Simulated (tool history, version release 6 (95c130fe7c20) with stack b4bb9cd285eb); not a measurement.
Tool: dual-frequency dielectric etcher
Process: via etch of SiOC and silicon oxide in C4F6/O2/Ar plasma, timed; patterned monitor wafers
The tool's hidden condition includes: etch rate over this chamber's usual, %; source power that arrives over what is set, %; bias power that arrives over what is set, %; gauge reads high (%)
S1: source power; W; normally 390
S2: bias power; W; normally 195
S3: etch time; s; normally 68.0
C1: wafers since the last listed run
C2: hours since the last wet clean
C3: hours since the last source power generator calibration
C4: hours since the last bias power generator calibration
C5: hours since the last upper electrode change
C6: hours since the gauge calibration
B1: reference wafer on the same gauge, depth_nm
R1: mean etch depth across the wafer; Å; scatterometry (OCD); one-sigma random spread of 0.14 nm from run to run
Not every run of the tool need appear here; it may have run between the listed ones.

run,hour,S1,S2,S3,C1,C2,C3,C4,C5,C6,B1,R1
1,0.0,390,195,68.0,0,327.1,4446.5,3016.8,19.8,246.6,70.6,785
# hour 32.0: wet clean of the chamber
2,32.5,390,195,68.0,111,0.5,4479.0,3049.3,52.3,279.1,70.6,785
3,46.3,390,195,68.0,181,14.3,4492.8,3063.1,66.1,292.9,70.6,785
4,63.0,390,195,68.0,219,31.0,4509.5,3079.8,82.8,309.6,70.6,785
5,78.6,390,195,68.0,205,46.6,4525.1,3095.4,98.4,325.2,70.6,783
6,102.7,390,195,68.0,317,70.7,4549.2,3119.5,122.5,349.3,70.6,786
7,135.1,390,195,68.0,426,103.1,4581.6,3151.9,154.9,381.7,70.6,787
8,155.2,390,195,68.0,264,123.2,4601.7,3172.0,175.0,401.8,70.6,787
9,168.8,460,195,68.0,179,136.8,4615.3,3185.6,188.6,415.4,70.6,847
10,246.1,390,146,74.5,1018,214.1,4692.6,3262.9,265.9,492.7,70.6,737
11,279.9,460,217,68.0,445,247.9,4726.4,3296.7,299.7,526.5,70.6,890
12,306.2,390,178,83.0,346,274.2,4752.7,3323.0,326.0,552.8,70.6,914
13,331.6,390,195,68.0,334,299.6,4778.1,3348.4,351.4,578.2,70.6,787
# hour 383.2: wet clean of the chamber
14,383.7,390,195,68.0,370,0.5,4830.2,3400.5,403.5,630.3,70.6,785
# hour 417.1: gauge calibrated
# hour 466.1: source power generator calibrated
15,472.2,340,195,68.0,1112,89.0,6.1,3489.0,492.0,55.1,70.6,715
16,503.7,390,195,68.0,414,120.5,37.6,3520.5,523.5,86.6,70.6,760
17,521.2,320,210,83.0,230,138.0,55.1,3538.0,541.0,104.1,70.6,883
18,535.7,390,195,68.0,190,152.5,69.6,3552.5,555.5,118.6,70.6,762
# hour 562.3: bias power generator calibrated
19,562.8,390,166,77.0,304,179.6,96.7,0.5,582.6,145.7,70.6,814
20,579.4,390,224,68.0,218,196.2,113.3,17.1,599.2,162.3,70.6,841
21,603.8,390,195,62.0,321,220.6,137.7,41.5,623.6,186.7,70.6,711
22,627.8,290,160,68.0,316,244.6,161.7,65.5,647.6,210.7,70.6,611
23,663.4,390,195,68.0,468,280.2,197.3,101.1,683.2,246.3,70.6,784
24,691.3,390,195,68.0,367,308.1,225.2,129.0,711.1,274.2,70.6,781
25,723.4,320,242,49.0,422,340.2,257.3,161.1,743.2,306.3,70.6,575
# hour 773.1: wet clean of the chamber
26,773.6,390,195,57.5,345,0.5,307.5,211.3,793.4,356.5,70.6,660
27,788.9,390,195,68.0,201,15.8,322.8,226.6,808.7,371.8,70.6,777
28,816.0,390,148,68.0,356,42.9,349.9,253.7,835.8,398.9,70.6,668
29,837.0,390,195,68.0,276,63.9,370.9,274.7,856.8,419.9,70.6,778

Predict each of these 5 candidate next runs independently; none follows another, all start after run 29:
A,837.4,450,195,68.0,5,64.3,371.3,275.1,857.2,420.3,?,?
B,837.4,390,176,49.5,5,64.3,371.3,275.1,857.2,420.3,?,?
C,837.4,390,181,68.0,5,64.3,371.3,275.1,857.2,420.3,?,?
D,837.4,350,226,82.5,5,64.3,371.3,275.1,857.2,420.3,?,?
E,837.4,300,165,80.0,5,64.3,371.3,275.1,857.2,420.3,?,?

run,B1,R1
A,70.6,830
B,70.6,537
C,70.6,749
D,70.6,971
E,70.6,741
With no hidden state in the tool, these same runs would have given:
run,R1
A,839
B,543
C,757
D,982
E,749
